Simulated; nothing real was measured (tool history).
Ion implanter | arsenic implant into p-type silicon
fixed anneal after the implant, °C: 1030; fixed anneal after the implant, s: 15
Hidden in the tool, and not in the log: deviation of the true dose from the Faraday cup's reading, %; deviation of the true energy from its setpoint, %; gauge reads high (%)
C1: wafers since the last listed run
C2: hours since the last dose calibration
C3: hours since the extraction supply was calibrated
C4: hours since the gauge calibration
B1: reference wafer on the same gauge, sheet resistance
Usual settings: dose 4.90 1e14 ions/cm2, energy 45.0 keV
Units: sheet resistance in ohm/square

Run 1, hour 0.0: usual settings; C1 0; C2 145.0; C3 4413.3; C4 91.3; B1 205.50. Result: sheet resistance 184.81 ohm/square.
Run 2, hour 35.4: usual settings; C1 548; C2 180.4; C3 4448.7; C4 126.7; B1 205.28. Result: sheet resistance 183.73 ohm/square.
Run 3, hour 52.8: usual settings; C1 269; C2 197.8; C3 4466.1; C4 144.1; B1 205.15. Result: sheet resistance 184.07 ohm/square.
Run 4, hour 86.1: usual settings; C1 516; C2 231.1; C3 4499.4; C4 177.4; B1 205.12. Result: sheet resistance 183.82 ohm/square.
Run 5, hour 99.1: usual settings; C1 201; C2 244.1; C3 4512.4; C4 190.4; B1 205.09. Result: sheet resistance 183.83 ohm/square.
Run 6, hour 111.9: usual settings; C1 198; C2 256.9; C3 4525.2; C4 203.2; B1 204.87. Result: sheet resistance 182.98 ohm/square.
Run 7, hour 125.3: usual settings but dose 5.29 1e14 ions/cm2, energy 54.0 keV; C1 207; C2 270.3; C3 4538.6; C4 216.6; B1 204.98. Result: sheet resistance 168.82 ohm/square.
Run 8, hour 216.3: usual settings but dose 5.29 1e14 ions/cm2, energy 54.0 keV; C1 1410; C2 361.3; C3 4629.6; C4 307.6; B1 204.26. Result: sheet resistance 168.64 ohm/square.
Run 9, hour 232.3: usual settings but dose 5.29 1e14 ions/cm2, energy 54.0 keV; C1 247; C2 377.3; C3 4645.6; C4 323.6; B1 204.00. Result: sheet resistance 168.98 ohm/square.
Run 10, hour 248.2: usual settings but energy 57.0 keV; C1 246; C2 393.2; C3 4661.5; C4 339.5; B1 203.97. Result: sheet resistance 177.68 ohm/square.
Run 11, hour 297.5: usual settings but energy 57.0 keV; C1 764; C2 442.5; C3 4710.8; C4 388.8; B1 203.54. Result: sheet resistance 177.30 ohm/square.
Run 12, hour 328.4: usual settings; C1 478; C2 473.4; C3 4741.7; C4 419.7; B1 203.18. Result: sheet resistance 182.65 ohm/square.
Run 13, hour 361.2: usual settings; C1 508; C2 506.2; C3 4774.5; C4 452.5; B1 202.88. Result: sheet resistance 181.71 ohm/square.
Run 14, hour 375.5: usual settings; C1 221; C2 520.5; C3 4788.8; C4 466.8; B1 202.75. Result: sheet resistance 181.07 ohm/square.
At hour 402.8: Faraday cup replaced and dose calibrated.
Run 15, hour 403.3: usual settings; C1 306; C2 0.5; C3 4816.6; C4 494.6; B1 202.24. Result: sheet resistance 181.70 ohm/square.
Run 16, hour 427.2: usual settings but dose 6.29 1e14 ions/cm2, energy 40.0 keV; C1 370; C2 24.4; C3 4840.5; C4 518.5; B1 202.03. Result: sheet resistance 151.49 ohm/square.
Run 17, hour 441.0: usual settings; C1 213; C2 38.2; C3 4854.3; C4 532.3; B1 201.85. Result: sheet resistance 181.21 ohm/square.
Run 18, hour 475.1: usual settings; C1 528; C2 72.3; C3 4888.4; C4 566.4; B1 201.41. Result: sheet resistance 180.59 ohm/square.
Run 19, hour 494.4: usual settings; C1 299; C2 91.6; C3 4907.7; C4 585.7; B1 201.21. Result: sheet resistance 180.26 ohm/square.
At hour 509.8: extraction supply calibrated.
Run 20, hour 529.7: usual settings but dose 4.48 1e14 ions/cm2; C1 423; C2 126.9; C3 19.9; C4 621.0; B1 200.58. Result: sheet resistance 192.00 ohm/square.
At hour 542.2: gauge calibrated.
Run 21, hour 544.6: usual settings but dose 4.29 1e14 ions/cm2, energy 57.0 keV; C1 230; C2 141.8; C3 34.8; C4 2.4; B1 204.66. Result: sheet resistance 195.79 ohm/square.
Run 22, hour 630.1: usual settings but dose 5.93 1e14 ions/cm2; C1 1325; C2 227.3; C3 120.3; C4 87.9; B1 204.52. Result: sheet resistance 158.44 ohm/square.
Run 23, hour 650.0: usual settings but dose 4.24 1e14 ions/cm2, energy 56.5 keV; C1 308; C2 247.2; C3 140.2; C4 107.8; B1 204.52. Result: sheet resistance 199.33 ohm/square.
Run 24, hour 669.1: usual settings but dose 3.83 1e14 ions/cm2, energy 49.0 keV; C1 296; C2 266.3; C3 159.3; C4 126.9; B1 204.54. Result: sheet resistance 217.80 ohm/square.
Run 25, hour 698.4: usual settings; C1 454; C2 295.6; C3 188.6; C4 156.2; B1 204.26. Result: sheet resistance 184.01 ohm/square.
Run 26, hour 804.1: usual settings but dose 5.99 1e14 ions/cm2, energy 51.0 keV; C1 1638; C2 401.3; C3 294.3; C4 261.9; B1 203.75. Result: sheet resistance 153.46 ohm/square.
Run 27, hour 830.4: usual settings but dose 5.68 1e14 ions/cm2; C1 407; C2 427.6; C3 320.6; C4 288.2; B1 203.48. Result: sheet resistance 163.29 ohm/square.
At hour 855.3: Faraday cup replaced and dose calibrated.
Run 28, hour 855.8: usual settings but dose 5.69 1e14 ions/cm2; C1 269; C2 0.5; C3 346.0; C4 313.6; B1 203.46. Result: sheet resistance 162.47 ohm/square.
Run 29, hour 888.5: usual settings but dose 3.50 1e14 ions/cm2, energy 36.5 keV; C1 506; C2 33.2; C3 378.7; C4 346.3; B1 203.23. Result: sheet resistance 241.33 ohm/square.

Some steps in sheet resistance between neighbouring runs. How much of each would the tool show without its hidden state too (settings, what came in, random variation), and how much is left for the hidden state, with any gauge scatter that isn't in both results?
Run 20 -> 21: dose 4.48 -> 4.29, energy 45.0 -> 57.0, gauge calibrated. sheet resistance +3.79 ohm/square: hidden state +3.94, all else -0.15.
Run 22 -> 23: dose 5.93 -> 4.24, energy 45.0 -> 56.5. sheet resistance +40.89 ohm/square: hidden state -0.13, all else +41.02.
Run 28 -> 29: dose 5.69 -> 3.50, energy 45.0 -> 36.5. sheet resistance +78.86 ohm/square: hidden state -0.92, all else +79.78.
